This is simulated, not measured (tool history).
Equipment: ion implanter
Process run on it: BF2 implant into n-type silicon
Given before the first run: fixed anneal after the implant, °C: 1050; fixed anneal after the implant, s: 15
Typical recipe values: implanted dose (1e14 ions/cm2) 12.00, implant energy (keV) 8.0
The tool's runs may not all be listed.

run    hour  implanted dose (1e14 ions/cm2)  implant energy (keV)  read-back reference wafer on the same gauge, sheet resistance  sheet resistance of the implanted and annealed layer (ohm/square)
  1     0.0                           12.00                   8.0                                                         192.99                                                             175.69
  2    60.0                           12.00                   8.0                                                         193.22                                                             176.85
  3   105.2                           12.00                   8.0                                                         193.09                                                             175.83
  4   189.8                            9.96                   8.0                                                         193.08                                                             191.05
      254.2  -- gauge calibrated
  5   336.9                           12.00                   6.0                                                         193.12                                                             187.38
  6   406.1                           12.00                   6.0                                                         193.00                                                             187.36
      428.6  -- Faraday cup replaced and dose calibrated
  7   474.5                           12.00                   8.0                                                         193.04                                                             178.94
      484.5  -- extraction supply calibrated
  8   536.5                           12.00                   8.0                                                         192.83                                                             178.86
  9   566.1                           13.34                   9.0                                                         193.10                                                             167.53
 10   618.2                           12.00                   8.0                                                         192.98                                                             178.44
 11   645.2                           12.00                   8.0                                                         193.04                                                             178.39
 12   688.2                           12.00                   5.5                                                         192.92                                                             195.06
 13   750.3                           10.97                   7.0                                                         193.16                                                             191.71
 14   775.9                           12.00                  10.0                                                         193.04                                                             169.63
      789.8  -- gauge calibrated
 15   809.0                           14.89                  10.5                                                         193.13                                                             156.79
 16  1019.1                           10.07                   8.0                                                         192.75                                                             193.10

Hidden state or all else? Some run-to-run changes of sheet resistance of the implanted and annealed layer (ohm/square), split into what the settings, what came in and random variation would give without the hidden state, and what is left for the hidden state (with any gauge scatter that isn't in both results):
Hidden conditions of the tool in this case: deviation of the true dose from the Faraday cup's reading, %; deviation of the true energy from its setpoint, %; gauge reads high (%).
Run 6 -> 7: implant energy (keV) 6.0 -> 8.0, Faraday cup replaced and dose calibrated. sheet resistance of the implanted and annealed layer (ohm/square) -8.42: hidden state +3.76, all else -12.18.
Run 15 -> 16: implanted dose (1e14 ions/cm2) 14.89 -> 10.07, implant energy (keV) 10.5 -> 8.0. sheet resistance of the implanted and annealed layer (ohm/square) +36.31: hidden state -1.25, all else +37.56.

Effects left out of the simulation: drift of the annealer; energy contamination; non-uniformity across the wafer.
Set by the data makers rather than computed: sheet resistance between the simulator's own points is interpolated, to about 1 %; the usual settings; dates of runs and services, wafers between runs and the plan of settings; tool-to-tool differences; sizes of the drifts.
